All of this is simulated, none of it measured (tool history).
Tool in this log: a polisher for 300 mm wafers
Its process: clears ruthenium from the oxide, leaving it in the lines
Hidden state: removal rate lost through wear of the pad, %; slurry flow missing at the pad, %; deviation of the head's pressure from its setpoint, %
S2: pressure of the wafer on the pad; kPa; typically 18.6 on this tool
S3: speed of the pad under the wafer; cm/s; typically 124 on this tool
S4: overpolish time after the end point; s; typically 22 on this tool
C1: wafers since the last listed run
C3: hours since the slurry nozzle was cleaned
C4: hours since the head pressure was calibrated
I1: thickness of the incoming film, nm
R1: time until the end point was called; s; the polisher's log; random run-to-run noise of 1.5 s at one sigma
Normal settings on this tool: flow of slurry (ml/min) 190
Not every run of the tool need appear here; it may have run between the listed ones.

Run 1, hour 0: usual settings but S4 16 s; C1 0; wafers polished on this pad 1217; C3 798.8; C4 760.7; I1 177.7. Result: R1 97.6 s.
At hour 3.6: head pressure recalibrated.
Run 2, hour 76.7: usual settings but S4 16 s; C1 743; wafers polished on this pad 1960; C3 875.5; C4 73.1; I1 179. Result: R1 89.3 s.
Run 3, hour 178.3: usual settings; C1 1010; wafers polished on this pad 2971; C3 977.1; C4 174.7; I1 177.9. Result: R1 92.2 s.
At hour 181.3: slurry nozzle cleaned.
Run 4, hour 248.7: usual settings; C1 690; wafers polished on this pad 3661; C3 67.4; C4 245.1; I1 181.2. Result: R1 104.7 s.
At hour 253.4: worn pad replaced by a new one.
Run 5, hour 311.3: usual settings; C1 583; wafers polished on this pad 576; C3 130; C4 307.7; I1 181.5. Result: R1 88.3 s.
Run 6, hour 394.2: usual settings but S2 15.2 kPa; C1 824; wafers polished on this pad 1401; C3 212.9; C4 390.6; I1 176.5. Result: R1 104.7 s.
Run 7, hour 452.7: usual settings but S4 28 s; C1 582; wafers polished on this pad 1983; C3 271.4; C4 449.1; I1 177.5. Result: R1 93.6 s.
Run 8, hour 554.1: usual settings but S2 14.5 kPa; C1 1008; wafers polished on this pad 2991; C3 372.8; C4 550.5; I1 182.3. Result: R1 123.8 s.
At hour 569.2: worn pad replaced by a new one.
Run 9, hour 617: usual settings but S2 23.4 kPa, S4 27 s; C1 585; wafers polished on this pad 475; C3 435.7; C4 613.4; I1 180.7. Result: R1 77.6 s.
At hour 670.3: head pressure recalibrated.
Run 10, hour 702.5: usual settings but S2 23.4 kPa, S4 27 s; C1 830; wafers polished on this pad 1306; C3 521.2; C4 32.2; I1 179.7. Result: R1 73.7 s.
Run 11, hour 785.8: usual settings but S2 23.4 kPa, S4 27 s; C1 828; wafers polished on this pad 2134; C3 604.5; C4 115.5; I1 178.3. Result: R1 74.8 s.
Run 12, hour 845.6: usual settings; C1 594; wafers polished on this pad 2729; C3 664.3; C4 175.3; I1 178.3. Result: R1 96 s.
At hour 863.9: worn pad replaced by a new one.
Run 13, hour 931.4: usual settings; C1 813; wafers polished on this pad 671; C3 750.1; C4 261.1; I1 176.5. Result: R1 85.6 s.
At hour 947: slurry nozzle cleaned.
Run 14, hour 1000.8: usual settings but flow of slurry (ml/min) 155; C1 680; wafers polished on this pad 1351; C3 53.8; C4 330.5; I1 179. Result: R1 94.4 s.
Run 15, hour 1092.7: usual settings; C1 914; wafers polished on this pad 2266; C3 145.7; C4 422.4; I1 180.7. Result: R1 99.2 s.
At hour 1197: worn pad replaced by a new one.
Run 16, hour 1197.5: usual settings but S2 13.8 kPa, S3 84 cm/s, S4 32 s; C1 1002; wafers polished on this pad 4; C3 250.5; C4 527.2; I1 179.1. Result: R1 173.6 s.
Run 17, hour 1287.1: usual settings but S4 29 s; C1 891; wafers polished on this pad 895; C3 340.1; C4 616.8; I1 178.8. Result: R1 96.2 s.
Run 18, hour 1326.7: usual settings; C1 393; wafers polished on this pad 1289; C3 379.7; C4 656.4; I1 179.2. Result: R1 97.6 s.
At hour 1331.7: head pressure recalibrated.
Run 19, hour 1375.7: usual settings but S3 112 cm/s, S4 15 s; C1 467; wafers polished on this pad 1757; C3 428.7; C4 44; I1 180. Result: R1 98.7 s.
Run 20, hour 1453.6: usual settings but S2 13.8 kPa, S4 33 s; C1 775; wafers polished on this pad 2532; C3 506.6; C4 121.9; I1 180. Result: R1 118.5 s.
Run 21, hour 1504.8: usual settings but S2 13.8 kPa, S3 140 cm/s; C1 509; wafers polished on this pad 3042; C3 557.8; C4 173.1; I1 179.6. Result: R1 108 s.
At hour 1521.2: worn pad replaced by a new one.
Run 22, hour 1588.9: usual settings but S3 138 cm/s; C1 796; wafers polished on this pad 673; C3 641.9; C4 257.2; I1 179.2. Result: R1 77.4 s.
Run 23, hour 1658.8: usual settings but S4 14 s; C1 695; wafers polished on this pad 1369; C3 711.8; C4 327.1; I1 179.4. Result: R1 90.5 s.
At hour 1705.7: slurry nozzle cleaned.
Run 24, hour 1720.3: usual settings but flow of slurry (ml/min) 135, S2 23.4 kPa, S4 11 s; C1 601; wafers polished on this pad 1971; C3 14.6; C4 388.6; I1 179.4. Result: R1 77.8 s.

Exercise: give the hidden state of the tool at every run:
slurry flow missing at the pad, %: 0 across all the runs
H1: removal rate lost through wear of the pad, %
H2: deviation of the head's pressure from its setpoint, %
run     H1      H2
  1   1.92   -15.9
  2   4.42   0.443
  3   9.57  -0.131
  4   14.4  -0.806
  5   1.61    -1.6
  6   3.28   -2.92
  7    5.3   -4.04
  8   10.4   -6.35
  9   1.38   -8.03
 10   2.95  -0.982
 11    5.9   -1.26
 12   8.89   -1.66
 13  0.557   -2.52
 14   1.99   -3.45
 15    5.4   -5.03
 16    1.2    -7.3
 17   2.03   -9.65
 18   2.91   -10.8
 19   4.44   0.988
 20   7.88   0.693
 21   10.8   0.348
 22  0.899  -0.478
 23   2.35   -1.41
 24   4.45   -2.42
